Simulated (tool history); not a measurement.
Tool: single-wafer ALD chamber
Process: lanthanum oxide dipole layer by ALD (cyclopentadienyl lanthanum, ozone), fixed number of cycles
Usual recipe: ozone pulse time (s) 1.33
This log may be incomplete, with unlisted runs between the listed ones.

run,day,ozone pulse time (s),wafers since the last listed run,hours since the last thermocouple change,hours since the last ozone generator service,hours since the showerhead was replaced,hours since the gauge calibration,"read-back reference wafer on the same gauge, thickness_nm",mean film thickness on the monitor wafer (nm)
1,0.000,1.09,0,1865.6,287.4,4125.0,1802.8,0.553,0.463
2,2.017,1.46,480,1914.0,335.8,4173.4,1851.2,0.553,0.489
3,4.942,1.46,696,1984.2,406.0,4243.6,1921.4,0.553,0.485
4,6.950,1.64,478,2032.4,454.2,4291.8,1969.6,0.553,0.492
5,8.896,1.33,463,2079.1,500.9,4338.5,2016.3,0.553,0.479
6,10.442,1.33,368,2116.2,538.0,4375.6,2053.4,0.553,0.478
7,11.533,1.33,259,2142.4,564.2,4401.8,2079.6,0.553,0.479
8,12.750,1.33,289,2171.6,593.4,4431.0,2108.8,0.553,0.475
9,13.812,1.33,253,2197.1,618.9,4456.5,2134.3,0.553,0.476
10,15.321,1.33,359,2233.3,655.1,4492.7,2170.5,0.553,0.476
11,17.412,1.54,498,2283.5,705.3,4542.9,2220.7,0.553,0.489
12,19.542,1.54,507,2334.6,756.4,4594.0,2271.8,0.553,0.486
13,21.338,1.54,427,2377.7,799.5,4637.1,2314.9,0.553,0.485
14,23.221,0.81,448,2422.9,844.7,4682.3,2360.1,0.553,0.420
15,25.421,1.33,523,2475.7,897.5,4735.1,2412.9,0.552,0.476
16,27.008,1.52,378,2513.8,935.6,4773.2,2451.0,0.553,0.483
17,28.021,1.76,241,2538.1,959.9,4797.5,2475.3,0.553,0.494
# day 29.246: gauge calibrated
18,29.996,1.81,470,2585.5,1007.3,4844.9,18.0,0.553,0.494
# day 30.804: thermocouple changed; heater temperature recalibrated
19,31.467,1.85,270,15.9,1042.6,4880.2,53.3,0.554,0.494
20,32.529,1.04,253,41.4,1068.1,4905.7,78.8,0.554,0.444
21,35.188,1.46,633,105.2,1131.9,4969.5,142.6,0.554,0.476
22,40.562,1.14,1279,234.2,1260.9,5098.5,271.6,0.553,0.450
23,42.546,1.33,472,281.8,1308.5,5146.1,319.2,0.553,0.464
24,45.146,1.33,619,344.2,1370.9,5208.5,381.6,0.552,0.462
# day 47.950: ozone generator serviced
# day 52.712: showerhead replaced
25,53.633,1.33,1862,547.9,136.4,22.1,585.3,0.553,0.479
26,56.192,1.51,609,609.3,197.8,83.5,646.7,0.552,0.489
27,58.542,1.72,559,665.7,254.2,139.9,703.1,0.553,0.495
28,61.404,0.88,681,734.4,322.9,208.6,771.8,0.553,0.437
29,63.317,1.33,455,780.3,368.8,254.5,817.7,0.553,0.481
30,66.033,1.71,646,845.5,434.0,319.7,882.9,0.553,0.495
31,67.608,0.89,375,883.3,471.8,357.5,920.7,0.554,0.440
32,69.288,1.33,399,923.6,512.1,397.8,961.0,0.553,0.479
33,71.975,1.33,639,988.1,576.6,462.3,1025.5,0.553,0.476
34,73.475,1.12,357,1024.1,612.6,498.3,1061.5,0.553,0.461
35,76.079,1.63,620,1086.6,675.1,560.8,1124.0,0.553,0.494

3 ways to go on from here, each from the tool as it stands after run 35. What would each give?
A,76.096,1.33,3,1087.0,675.5,561.2,1124.4,?,?
B,76.096,1.58,3,1087.0,675.5,561.2,1124.4,?,?
C,76.096,1.06,3,1087.0,675.5,561.2,1124.4,?,?

run,"read-back reference wafer on the same gauge, thickness_nm",mean film thickness on the monitor wafer (nm)
A,0.553,0.475
B,0.553,0.488
C,0.553,0.453
Take away the tool's hidden state, keep each run's random variation, and the runs would have read:
run,mean film thickness on the monitor wafer (nm)
A,0.479
B,0.491
C,0.458
